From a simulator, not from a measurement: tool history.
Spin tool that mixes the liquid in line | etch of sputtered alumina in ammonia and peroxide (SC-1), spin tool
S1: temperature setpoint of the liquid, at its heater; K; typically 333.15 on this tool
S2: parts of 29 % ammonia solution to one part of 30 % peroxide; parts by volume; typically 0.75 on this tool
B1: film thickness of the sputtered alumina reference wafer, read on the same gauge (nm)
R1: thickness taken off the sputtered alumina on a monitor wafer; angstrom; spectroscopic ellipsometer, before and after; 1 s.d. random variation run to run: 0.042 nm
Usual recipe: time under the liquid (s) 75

{"run": 1, "day": 0.0, "S1": 333.15, "S2": 0.75, "time under the liquid (s)": 75, "B1": 109.99, "R1": 55.0}
{"day": 0.971, "done": "gauge calibrated"}
{"run": 2, "day": 1.9, "S1": 333.15, "S2": 0.55, "time under the liquid (s)": 75, "B1": 110.0, "R1": 53.7}
{"run": 3, "day": 4.283, "S1": 333.15, "S2": 0.75, "time under the liquid (s)": 75, "B1": 110.0, "R1": 55.4}
{"run": 4, "day": 7.221, "S1": 333.15, "S2": 0.75, "time under the liquid (s)": 75, "B1": 110.02, "R1": 54.7}
{"run": 5, "day": 9.8, "S1": 333.15, "S2": 0.75, "time under the liquid (s)": 75, "B1": 110.01, "R1": 54.6}
{"run": 6, "day": 13.925, "S1": 333.15, "S2": 0.75, "time under the liquid (s)": 75, "B1": 110.01, "R1": 54.5}
{"run": 7, "day": 16.133, "S1": 333.15, "S2": 0.95, "time under the liquid (s)": 75, "B1": 110.0, "R1": 55.5}
{"day": 16.708, "done": "new drum of ammonia solution connected"}
{"run": 8, "day": 18.679, "S1": 333.15, "S2": 0.95, "time under the liquid (s)": 75, "B1": 110.01, "R1": 55.4}
{"day": 18.958, "done": "heated supply line repaired"}
{"run": 9, "day": 22.229, "S1": 333.15, "S2": 0.95, "time under the liquid (s)": 75, "B1": 110.06, "R1": 49.1}
{"day": 22.288, "done": "ammonia flow meter replaced"}
{"run": 10, "day": 25.858, "S1": 336.15, "S2": 0.75, "time under the liquid (s)": 75, "B1": 109.97, "R1": 56.2}
{"day": 27.983, "done": "heated supply line repaired, repeated, since the last time left the tool worse"}
{"run": 11, "day": 29.658, "S1": 338.65, "S2": 0.95, "time under the liquid (s)": 110, "B1": 110.04, "R1": 120.7}
{"run": 12, "day": 31.296, "S1": 330.15, "S2": 0.4, "time under the liquid (s)": 55, "B1": 110.01, "R1": 36.0}
{"run": 13, "day": 32.883, "S1": 339.65, "S2": 0.9, "time under the liquid (s)": 75, "B1": 110.0, "R1": 86.4}
{"day": 34.638, "done": "thermometer replaced"}
{"run": 14, "day": 35.133, "S1": 333.15, "S2": 0.9, "time under the liquid (s)": 100, "B1": 110.0, "R1": 81.7}
{"run": 15, "day": 38.492, "S1": 343.15, "S2": 0.85, "time under the liquid (s)": 55, "B1": 110.0, "R1": 74.4}
{"run": 16, "day": 40.438, "S1": 340.65, "S2": 0.75, "time under the liquid (s)": 105, "B1": 110.02, "R1": 123.7}
{"day": 40.967, "done": "gauge calibrated"}
{"run": 17, "day": 43.138, "S1": 327.15, "S2": 0.75, "time under the liquid (s)": 75, "B1": 109.99, "R1": 43.7}
{"run": 18, "day": 47.029, "S1": 333.15, "S2": 0.75, "time under the liquid (s)": 75, "B1": 110.0, "R1": 59.7}
{"run": 19, "day": 51.217, "S1": 333.15, "S2": 0.75, "time under the liquid (s)": 75, "B1": 110.02, "R1": 59.1}
{"run": 20, "day": 54.792, "S1": 333.15, "S2": 0.45, "time under the liquid (s)": 75, "B1": 109.99, "R1": 56.6}

What was the tool's hidden state at every run in the log?
liquid colder than its thermometer reads (K): 0 at every run
ammonia flow above the setpoint (%): 0 at every run
ammonia solution weaker than its label (%): 0 at every run
gauge reads high (%): 0 at every run
H1: temperature lost on the way to the wafer (K)
run=1 H1=2.41
run=2 H1=2.45
run=3 H1=2.49
run=4 H1=2.55
run=5 H1=2.6
run=6 H1=2.67
run=7 H1=2.72
run=8 H1=2.76
run=9 H1=5.09
run=10 H1=5.16
run=11 H1=0.572
run=12 H1=0.603
run=13 H1=0.632
run=14 H1=0.674
run=15 H1=0.737
run=16 H1=0.774
run=17 H1=0.824
run=18 H1=0.897
run=19 H1=0.975
run=20 H1=1.04

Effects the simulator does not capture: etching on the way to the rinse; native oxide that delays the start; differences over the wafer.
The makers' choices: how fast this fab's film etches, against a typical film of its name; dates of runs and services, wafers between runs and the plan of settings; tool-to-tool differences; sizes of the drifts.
